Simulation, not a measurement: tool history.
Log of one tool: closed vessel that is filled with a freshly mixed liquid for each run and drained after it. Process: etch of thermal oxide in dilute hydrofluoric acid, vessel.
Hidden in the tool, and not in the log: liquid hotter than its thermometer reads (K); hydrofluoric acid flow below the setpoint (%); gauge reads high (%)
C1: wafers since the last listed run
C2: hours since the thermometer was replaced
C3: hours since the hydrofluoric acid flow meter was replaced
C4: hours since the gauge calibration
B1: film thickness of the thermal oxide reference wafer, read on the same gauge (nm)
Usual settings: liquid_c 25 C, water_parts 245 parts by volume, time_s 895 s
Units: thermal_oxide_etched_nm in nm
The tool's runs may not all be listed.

{"run": 1, "hour": 0.0, "liquid_c": 25, "water_parts": 245, "time_s": 1290, "C1": 0, "C2": 2000.2, "C3": 278.6, "C4": 202.6, "B1": 70.01, "thermal_oxide_etched_nm": 24.59}
{"run": 2, "hour": 24.3, "liquid_c": 25, "water_parts": 160, "time_s": 895, "C1": 1025, "C2": 2024.5, "C3": 302.9, "C4": 226.9, "B1": 70, "thermal_oxide_etched_nm": 28.65}
{"run": 3, "hour": 59.7, "liquid_c": 21.5, "water_parts": 245, "time_s": 895, "C1": 1494, "C2": 2059.9, "C3": 338.3, "C4": 262.3, "B1": 69.99, "thermal_oxide_etched_nm": 15.01}
{"run": 4, "hour": 76.3, "liquid_c": 21.5, "water_parts": 245, "time_s": 895, "C1": 700, "C2": 2076.5, "C3": 354.9, "C4": 278.9, "B1": 69.99, "thermal_oxide_etched_nm": 14.98}
{"run": 5, "hour": 91.0, "liquid_c": 21.5, "water_parts": 245, "time_s": 895, "C1": 620, "C2": 2091.2, "C3": 369.6, "C4": 293.6, "B1": 69.99, "thermal_oxide_etched_nm": 15.06}
{"run": 6, "hour": 114.2, "liquid_c": 25, "water_parts": 245, "time_s": 895, "C1": 979, "C2": 2114.4, "C3": 392.8, "C4": 316.8, "B1": 70, "thermal_oxide_etched_nm": 17.04}
{"run": 7, "hour": 135.2, "liquid_c": 25, "water_parts": 245, "time_s": 895, "C1": 886, "C2": 2135.4, "C3": 413.8, "C4": 337.8, "B1": 69.99, "thermal_oxide_etched_nm": 17.09}
{"run": 8, "hour": 169.6, "liquid_c": 25, "water_parts": 245, "time_s": 895, "C1": 1452, "C2": 2169.8, "C3": 448.2, "C4": 372.2, "B1": 70, "thermal_oxide_etched_nm": 17.07}
{"run": 9, "hour": 188.8, "liquid_c": 25, "water_parts": 245, "time_s": 895, "C1": 810, "C2": 2189, "C3": 467.4, "C4": 391.4, "B1": 69.99, "thermal_oxide_etched_nm": 17.04}
{"run": 10, "hour": 220.5, "liquid_c": 25, "water_parts": 245, "time_s": 895, "C1": 1338, "C2": 2220.7, "C3": 499.1, "C4": 423.1, "B1": 70, "thermal_oxide_etched_nm": 17.05}
{"run": 11, "hour": 237.3, "liquid_c": 23, "water_parts": 185, "time_s": 895, "C1": 709, "C2": 2237.5, "C3": 515.9, "C4": 439.9, "B1": 69.98, "thermal_oxide_etched_nm": 22.51}
{"hour": 246.5, "done": "thermometer replaced"}
{"run": 12, "hour": 255.6, "liquid_c": 25, "water_parts": 245, "time_s": 600, "C1": 730, "C2": 9.1, "C3": 534.2, "C4": 458.2, "B1": 70, "thermal_oxide_etched_nm": 11.07}
{"run": 13, "hour": 280.4, "liquid_c": 23, "water_parts": 245, "time_s": 725, "C1": 1047, "C2": 33.9, "C3": 559, "C4": 483, "B1": 70.01, "thermal_oxide_etched_nm": 12.51}
{"run": 14, "hour": 302.5, "liquid_c": 22.5, "water_parts": 175, "time_s": 1405, "C1": 933, "C2": 56, "C3": 581.1, "C4": 505.1, "B1": 70.02, "thermal_oxide_etched_nm": 35.76}
{"run": 15, "hour": 382.8, "liquid_c": 25, "water_parts": 245, "time_s": 895, "C1": 3390, "C2": 136.3, "C3": 661.4, "C4": 585.4, "B1": 70, "thermal_oxide_etched_nm": 16.64}
{"run": 16, "hour": 417.6, "liquid_c": 25, "water_parts": 245, "time_s": 1420, "C1": 1469, "C2": 171.1, "C3": 696.2, "C4": 620.2, "B1": 69.99, "thermal_oxide_etched_nm": 26.27}
{"run": 17, "hour": 437.6, "liquid_c": 25, "water_parts": 245, "time_s": 895, "C1": 844, "C2": 191.1, "C3": 716.2, "C4": 640.2, "B1": 70, "thermal_oxide_etched_nm": 16.55}
{"hour": 452.6, "done": "gauge calibrated"}
{"run": 18, "hour": 459.6, "liquid_c": 25, "water_parts": 245, "time_s": 895, "C1": 928, "C2": 213.1, "C3": 738.2, "C4": 7, "B1": 69.99, "thermal_oxide_etched_nm": 16.6}
{"run": 19, "hour": 473.7, "liquid_c": 26.5, "water_parts": 185, "time_s": 545, "C1": 595, "C2": 227.2, "C3": 752.3, "C4": 21.1, "B1": 70, "thermal_oxide_etched_nm": 15.15}
{"run": 20, "hour": 509.3, "liquid_c": 25, "water_parts": 245, "time_s": 895, "C1": 1502, "C2": 262.8, "C3": 787.9, "C4": 56.7, "B1": 69.98, "thermal_oxide_etched_nm": 16.67}

Forecast run 21:
{"run": 21, "hour": 542.0, "liquid_c": 25, "water_parts": 245, "time_s": 895, "C1": 1380, "C2": 295.5, "C3": 820.6, "C4": 89.4, "B1": "?", "thermal_oxide_etched_nm": "?"}

B1: 70.01
thermal_oxide_etched_nm: 16.67 nm
Without the tool's hidden state the same run would have given thermal_oxide_etched_nm 16.58 nm.
